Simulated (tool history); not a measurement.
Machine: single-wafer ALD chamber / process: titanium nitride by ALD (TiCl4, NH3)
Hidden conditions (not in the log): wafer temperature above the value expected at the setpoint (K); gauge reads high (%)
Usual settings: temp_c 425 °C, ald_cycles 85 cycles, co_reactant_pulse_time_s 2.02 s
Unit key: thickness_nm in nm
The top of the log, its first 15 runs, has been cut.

run	hour	temp_c	ald_cycles	co_reactant_pulse_time_s	wafers since the last listed run	hours since the last thermocouple change	hours since the showerhead was replaced	hours since the gauge calibration	read-back reference wafer on the same gauge, thickness_nm	thickness_nm
16	348.0	425	85	2.65	91	2006.6	7002.1	453.2	1.661	1.852
17	374.1	425	85	2.02	76	2032.7	7028.2	479.3	1.659	1.832
18	444.1	425	85	2.02	206	2102.7	7098.2	549.3	1.661	1.848
# hour 447.4: gauge calibrated
19	456.7	425	85	2.02	37	2115.3	7110.8	9.3	1.660	1.845
20	485.5	431	71	1.28	84	2144.1	7139.6	38.1	1.660	1.519
21	499.3	425	70	2.70	40	2157.9	7153.4	51.9	1.661	1.523
22	513.1	425	85	1.35	40	2171.7	7167.2	65.7	1.659	1.817
23	535.9	412	76	1.60	67	2194.5	7190.0	88.5	1.660	1.627
24	565.3	420	85	2.02	86	2223.9	7219.4	117.9	1.660	1.835
25	596.4	439	85	2.33	91	2255.0	7250.5	149.0	1.662	1.838
# hour 619.1: thermocouple changed; heater temperature recalibrated
26	677.2	435	85	2.02	214	58.1	7331.3	229.8	1.661	1.826
27	709.6	425	98	2.25	95	90.5	7363.7	262.2	1.660	2.127
28	729.7	425	102	2.02	59	110.6	7383.8	282.3	1.661	2.217
29	749.7	425	85	2.02	58	130.6	7403.8	302.3	1.660	1.841
30	781.8	425	85	2.02	94	162.7	7435.9	334.4	1.660	1.833
# hour 792.2: showerhead replaced
31	815.6	416	97	2.02	76	196.5	23.4	368.2	1.659	2.098
32	839.4	439	71	2.02	70	220.3	47.2	392.0	1.660	1.537
33	864.8	432	76	1.23	74	245.7	72.6	417.4	1.659	1.621
34	879.3	436	74	2.46	42	260.2	87.1	431.9	1.660	1.609
35	905.6	425	85	1.80	77	286.5	113.4	458.2	1.659	1.839
36	930.5	425	85	2.02	73	311.4	138.3	483.1	1.660	1.832
37	966.4	425	102	2.02	105	347.3	174.2	519.0	1.661	2.214
38	1001.8	432	75	2.02	104	382.7	209.6	554.4	1.661	1.631
39	1021.6	419	77	2.02	58	402.5	229.4	574.2	1.661	1.665
40	1049.2	425	85	2.02	81	430.1	257.0	601.8	1.659	1.838

Consider 4 possible next runs. They are alternatives, not a sequence: every one starts from the tool as it was left by run 40. What does each give?
A	1049.8	425	85	2.02	1	430.7	257.6	602.4	?	?
B	1049.8	411	76	2.65	1	430.7	257.6	602.4	?	?
C	1049.8	415	101	2.02	1	430.7	257.6	602.4	?	?
D	1049.8	420	75	2.02	1	430.7	257.6	602.4	?	?

run	read-back reference wafer on the same gauge, thickness_nm	thickness_nm
A	1.660	1.840
B	1.660	1.651
C	1.660	2.179
D	1.660	1.621
Without the tool's unlogged condition, the same runs would have read:
run	thickness_nm
A	1.840
B	1.651
C	2.179
D	1.621

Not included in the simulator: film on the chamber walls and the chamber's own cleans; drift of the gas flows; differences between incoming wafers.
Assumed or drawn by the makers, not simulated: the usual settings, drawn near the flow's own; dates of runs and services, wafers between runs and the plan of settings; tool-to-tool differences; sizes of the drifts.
